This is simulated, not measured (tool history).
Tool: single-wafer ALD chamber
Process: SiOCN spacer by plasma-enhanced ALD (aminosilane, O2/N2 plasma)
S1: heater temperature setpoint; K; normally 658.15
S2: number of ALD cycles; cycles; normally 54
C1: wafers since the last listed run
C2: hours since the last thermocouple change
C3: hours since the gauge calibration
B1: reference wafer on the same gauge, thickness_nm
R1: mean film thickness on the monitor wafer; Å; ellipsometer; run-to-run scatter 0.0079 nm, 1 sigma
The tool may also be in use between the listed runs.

run,hour,S1,S2,C1,C2,C3,B1,R1
1,0,658.15,54,0,1329.5,790.1,3.398,30.93
2,119.1,658.15,54,741,1448.6,909.2,3.391,30.89
3,178.2,646.15,54,367,1507.7,968.3,3.391,30.7
4,231.9,658.15,54,334,1561.4,1022,3.388,30.82
5,274.4,658.15,54,264,1603.9,1064.5,3.39,30.79
6,386.3,658.15,59,696,1715.8,1176.4,3.387,33.71
7,458.2,658.15,59,447,1787.7,1248.3,3.385,33.55
8,502.7,658.15,54,276,1832.2,1292.8,3.385,30.89
9,602.1,658.15,54,618,1931.6,1392.2,3.383,30.88
10,700.2,658.15,54,610,2029.7,1490.3,3.378,30.84
11,790.2,658.15,57,560,2119.7,1580.3,3.381,32.49
12,883.9,658.15,57,583,2213.4,1674,3.377,32.37
# hour 956.9: gauge calibrated
13,981.6,658.15,54,608,2311.1,24.7,3.453,31.34
14,1036.7,672.15,51,342,2366.2,79.8,3.443,29.65
# hour 1110.3: thermocouple changed; heater temperature recalibrated
15,1118.3,668.15,50,458,8,161.4,3.43,28.9
16,1199.9,658.15,54,507,89.6,243,3.418,31.06
17,1259.2,644.15,54,369,148.9,302.3,3.411,31.15
18,1495.8,650.15,44,1472,385.5,538.9,3.392,25.28
19,1543.7,669.15,45,298,433.4,586.8,3.387,25.68
20,1584.9,645.15,47,256,474.6,628,3.384,26.79
21,1627.1,671.15,60,262,516.8,670.2,3.382,34.3
22,1714.6,658.15,54,544,604.3,757.7,3.38,30.84
23,1769.1,665.15,58,339,658.8,812.2,3.375,32.91
24,1845.6,658.15,45,476,735.3,888.7,3.373,25.62

Results per run with the tool's hidden condition removed, run-to-run variation unchanged:
What the log doesn't record here: wafer temperature above the value expected at the setpoint (K); gauge reads high (%).
run,R1
1,31.5
2,31.5
3,31.33
4,31.46
5,31.44
6,34.45
7,34.31
8,31.59
9,31.59
10,31.57
11,33.27
12,33.15
13,31.42
14,29.81
15,29.16
16,31.44
17,31.6
18,25.8
19,26.23
20,27.39
21,35.09
22,31.59
23,33.73
24,26.28

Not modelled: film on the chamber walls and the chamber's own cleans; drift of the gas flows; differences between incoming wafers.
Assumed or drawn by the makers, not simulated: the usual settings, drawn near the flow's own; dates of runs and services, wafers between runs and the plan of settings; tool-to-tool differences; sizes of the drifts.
